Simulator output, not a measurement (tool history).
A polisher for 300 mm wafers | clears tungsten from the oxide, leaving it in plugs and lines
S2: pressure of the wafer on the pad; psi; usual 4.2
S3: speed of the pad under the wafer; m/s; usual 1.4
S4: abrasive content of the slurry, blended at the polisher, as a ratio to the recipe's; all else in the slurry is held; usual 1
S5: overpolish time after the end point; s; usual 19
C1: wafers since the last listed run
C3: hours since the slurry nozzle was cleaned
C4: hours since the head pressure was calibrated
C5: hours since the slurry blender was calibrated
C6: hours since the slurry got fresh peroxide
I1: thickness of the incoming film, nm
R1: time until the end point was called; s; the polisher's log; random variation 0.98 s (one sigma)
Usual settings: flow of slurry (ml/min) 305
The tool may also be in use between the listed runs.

{"run": 1, "hour": 0.0, "flow of slurry (ml/min)": 305, "S2": 4.2, "S3": 1.4, "S4": 0.85, "S5": 15, "C1": 0, "wafers polished on this pad": 1885, "C3": 415.1, "C4": 269.6, "C5": 305.3, "C6": 62.9, "I1": 508.3, "R1": 69.5}
{"hour": 26.4, "done": "slurry nozzle cleaned"}
{"hour": 54.3, "done": "worn pad replaced by a new one"}
{"run": 2, "hour": 54.8, "flow of slurry (ml/min)": 305, "S2": 4.2, "S3": 1.4, "S4": 0.85, "S5": 15, "C1": 308, "wafers polished on this pad": 2, "C3": 28.4, "C4": 324.4, "C5": 360.1, "C6": 117.7, "I1": 513.8, "R1": 68.2}
{"run": 3, "hour": 101.8, "flow of slurry (ml/min)": 305, "S2": 4.2, "S3": 1.4, "S4": 0.85, "S5": 15, "C1": 291, "wafers polished on this pad": 294, "C3": 75.4, "C4": 371.4, "C5": 407.1, "C6": 164.7, "I1": 510.1, "R1": 67.5}
{"hour": 134.5, "done": "slurry blender recalibrated"}
{"run": 4, "hour": 151.9, "flow of slurry (ml/min)": 305, "S2": 4.2, "S3": 1.4, "S4": 1, "S5": 27, "C1": 298, "wafers polished on this pad": 592, "C3": 125.5, "C4": 421.5, "C5": 17.4, "C6": 214.8, "I1": 501.4, "R1": 62.1}
{"run": 5, "hour": 203.8, "flow of slurry (ml/min)": 355, "S2": 4.2, "S3": 1.4, "S4": 1, "S5": 19, "C1": 321, "wafers polished on this pad": 914, "C3": 177.4, "C4": 473.4, "C5": 69.3, "C6": 266.7, "I1": 499.6, "R1": 62.2}
{"hour": 239.2, "done": "slurry tank refilled with fresh slurry and peroxide"}
{"run": 6, "hour": 263.2, "flow of slurry (ml/min)": 355, "S2": 4.2, "S3": 1.4, "S4": 1, "S5": 19, "C1": 362, "wafers polished on this pad": 1276, "C3": 236.8, "C4": 532.8, "C5": 128.7, "C6": 24, "I1": 515, "R1": 62.1}
{"run": 7, "hour": 318.7, "flow of slurry (ml/min)": 355, "S2": 4.2, "S3": 1.4, "S4": 1, "S5": 19, "C1": 344, "wafers polished on this pad": 1620, "C3": 292.3, "C4": 588.3, "C5": 184.2, "C6": 79.5, "I1": 513.3, "R1": 61.2}
{"hour": 375.1, "done": "worn pad replaced by a new one"}
{"run": 8, "hour": 396.2, "flow of slurry (ml/min)": 340, "S2": 4.2, "S3": 1.4, "S4": 1, "S5": 14, "C1": 455, "wafers polished on this pad": 130, "C3": 369.8, "C4": 665.8, "C5": 261.7, "C6": 157, "I1": 520.6, "R1": 62.8}
{"hour": 417.8, "done": "head pressure recalibrated"}
{"hour": 427.3, "done": "slurry nozzle cleaned"}
{"run": 9, "hour": 447.1, "flow of slurry (ml/min)": 305, "S2": 4.2, "S3": 1.4, "S4": 0.75, "S5": 19, "C1": 296, "wafers polished on this pad": 427, "C3": 19.8, "C4": 29.3, "C5": 312.6, "C6": 207.9, "I1": 510.2, "R1": 73.9}
{"run": 10, "hour": 493.7, "flow of slurry (ml/min)": 305, "S2": 4.2, "S3": 1.4, "S4": 0.75, "S5": 19, "C1": 288, "wafers polished on this pad": 716, "C3": 66.4, "C4": 75.9, "C5": 359.2, "C6": 254.5, "I1": 515.8, "R1": 74.1}
{"hour": 536.2, "done": "slurry tank refilled with fresh slurry and peroxide"}
{"run": 11, "hour": 593.7, "flow of slurry (ml/min)": 305, "S2": 4.2, "S3": 1.4, "S4": 1, "S5": 19, "C1": 613, "wafers polished on this pad": 1330, "C3": 166.4, "C4": 175.9, "C5": 459.2, "C6": 57.5, "I1": 505.1, "R1": 67.6}
{"hour": 633.8, "done": "slurry blender recalibrated"}
{"run": 12, "hour": 651.0, "flow of slurry (ml/min)": 305, "S2": 3.1, "S3": 1.22, "S4": 0.9, "S5": 23, "C1": 342, "wafers polished on this pad": 1673, "C3": 223.7, "C4": 233.2, "C5": 17.2, "C6": 114.8, "I1": 511.8, "R1": 97.4}
{"hour": 664.5, "done": "worn pad replaced by a new one"}
{"run": 13, "hour": 713.7, "flow of slurry (ml/min)": 305, "S2": 4.2, "S3": 1.76, "S4": 1, "S5": 19, "C1": 363, "wafers polished on this pad": 304, "C3": 286.4, "C4": 295.9, "C5": 79.9, "C6": 177.5, "I1": 509.7, "R1": 50.3}
{"hour": 779.6, "done": "slurry nozzle cleaned"}
{"hour": 835.7, "done": "slurry tank refilled with fresh slurry and peroxide"}
{"run": 14, "hour": 859.3, "flow of slurry (ml/min)": 395, "S2": 5.4, "S3": 1.84, "S4": 1, "S5": 19, "C1": 890, "wafers polished on this pad": 1195, "C3": 79.7, "C4": 441.5, "C5": 225.5, "C6": 23.6, "I1": 505.8, "R1": 39.2}
{"run": 15, "hour": 954.7, "flow of slurry (ml/min)": 305, "S2": 4.2, "S3": 1.4, "S4": 1, "S5": 19, "C1": 591, "wafers polished on this pad": 1786, "C3": 175.1, "C4": 536.9, "C5": 320.9, "C6": 119, "I1": 514.2, "R1": 61.9}
{"hour": 994.0, "done": "worn pad replaced by a new one"}
{"run": 16, "hour": 1031.0, "flow of slurry (ml/min)": 305, "S2": 4.2, "S3": 1.4, "S4": 0.75, "S5": 19, "C1": 448, "wafers polished on this pad": 229, "C3": 251.4, "C4": 613.2, "C5": 397.2, "C6": 195.3, "I1": 514.5, "R1": 70.7}
{"hour": 1054.1, "done": "slurry blender recalibrated"}
{"hour": 1057.9, "done": "head pressure recalibrated"}
{"hour": 1143.5, "done": "slurry tank refilled with fresh slurry and peroxide"}
{"run": 17, "hour": 1154.2, "flow of slurry (ml/min)": 265, "S2": 4.2, "S3": 0.98, "S4": 0.75, "S5": 8, "C1": 732, "wafers polished on this pad": 962, "C3": 374.6, "C4": 96.3, "C5": 100.1, "C6": 10.7, "I1": 515.7, "R1": 105.6}
{"hour": 1202.2, "done": "slurry nozzle cleaned"}
{"run": 18, "hour": 1234.6, "flow of slurry (ml/min)": 305, "S2": 4.2, "S3": 1.4, "S4": 1, "S5": 19, "C1": 492, "wafers polished on this pad": 1454, "C3": 32.4, "C4": 176.7, "C5": 180.5, "C6": 91.1, "I1": 503.6, "R1": 64}
{"run": 19, "hour": 1293.0, "flow of slurry (ml/min)": 355, "S2": 3.7, "S3": 1.4, "S4": 1, "S5": 19, "C1": 362, "wafers polished on this pad": 1816, "C3": 90.8, "C4": 235.1, "C5": 238.9, "C6": 149.5, "I1": 507.4, "R1": 68.6}
{"hour": 1339.8, "done": "worn pad replaced by a new one"}
{"run": 20, "hour": 1383.6, "flow of slurry (ml/min)": 305, "S2": 5.6, "S3": 1.4, "S4": 1, "S5": 19, "C1": 536, "wafers polished on this pad": 271, "C3": 181.4, "C4": 325.7, "C5": 329.5, "C6": 240.1, "I1": 508.9, "R1": 50.4}
{"hour": 1440.0, "done": "slurry tank refilled with fresh slurry and peroxide"}
{"run": 21, "hour": 1443.9, "flow of slurry (ml/min)": 375, "S2": 4.2, "S3": 1.4, "S4": 1, "S5": 19, "C1": 367, "wafers polished on this pad": 638, "C3": 241.7, "C4": 386, "C5": 389.8, "C6": 3.9, "I1": 516.5, "R1": 62.5}
{"hour": 1492.7, "done": "slurry blender recalibrated"}
{"run": 22, "hour": 1503.4, "flow of slurry (ml/min)": 235, "S2": 4.8, "S3": 1.4, "S4": 0.9, "S5": 19, "C1": 356, "wafers polished on this pad": 995, "C3": 301.2, "C4": 445.5, "C5": 10.7, "C6": 63.4, "I1": 509.8, "R1": 59.5}
{"run": 23, "hour": 1595.2, "flow of slurry (ml/min)": 305, "S2": 4.2, "S3": 1.4, "S4": 1, "S5": 19, "C1": 569, "wafers polished on this pad": 1564, "C3": 393, "C4": 537.3, "C5": 102.5, "C6": 155.2, "I1": 513.5, "R1": 62.8}

Measured less the same run without the tool's hidden state. The same run-to-run variation is in both; the gauge's scatter may not be:
The hidden state here: removal rate lost through wear of the pad, %; slurry flow missing at the pad, %; deviation of the head's pressure from its setpoint, %; abrasive missing from the slurry, %; peroxide lost from the slurry, %.
run=1 R1=-1.8
run=2 R1=-2.2
run=3 R1=-2.6
run=4 R1=-2.8
run=5 R1=-3.3
run=6 R1=-3.7
run=7 R1=-4.1
run=8 R1=-4.8
run=9 R1=+0.7
run=10 R1=+0.2
run=11 R1=-0.6
run=12 R1=-1.7
run=13 R1=-1.3
run=14 R1=-1.8
run=15 R1=-3.6
run=16 R1=-4.7
run=17 R1=-1.5
run=18 R1=-1.5
run=19 R1=-2.2
run=20 R1=-2.1
run=21 R1=-3.2
run=22 R1=-3.5
run=23 R1=-4.4
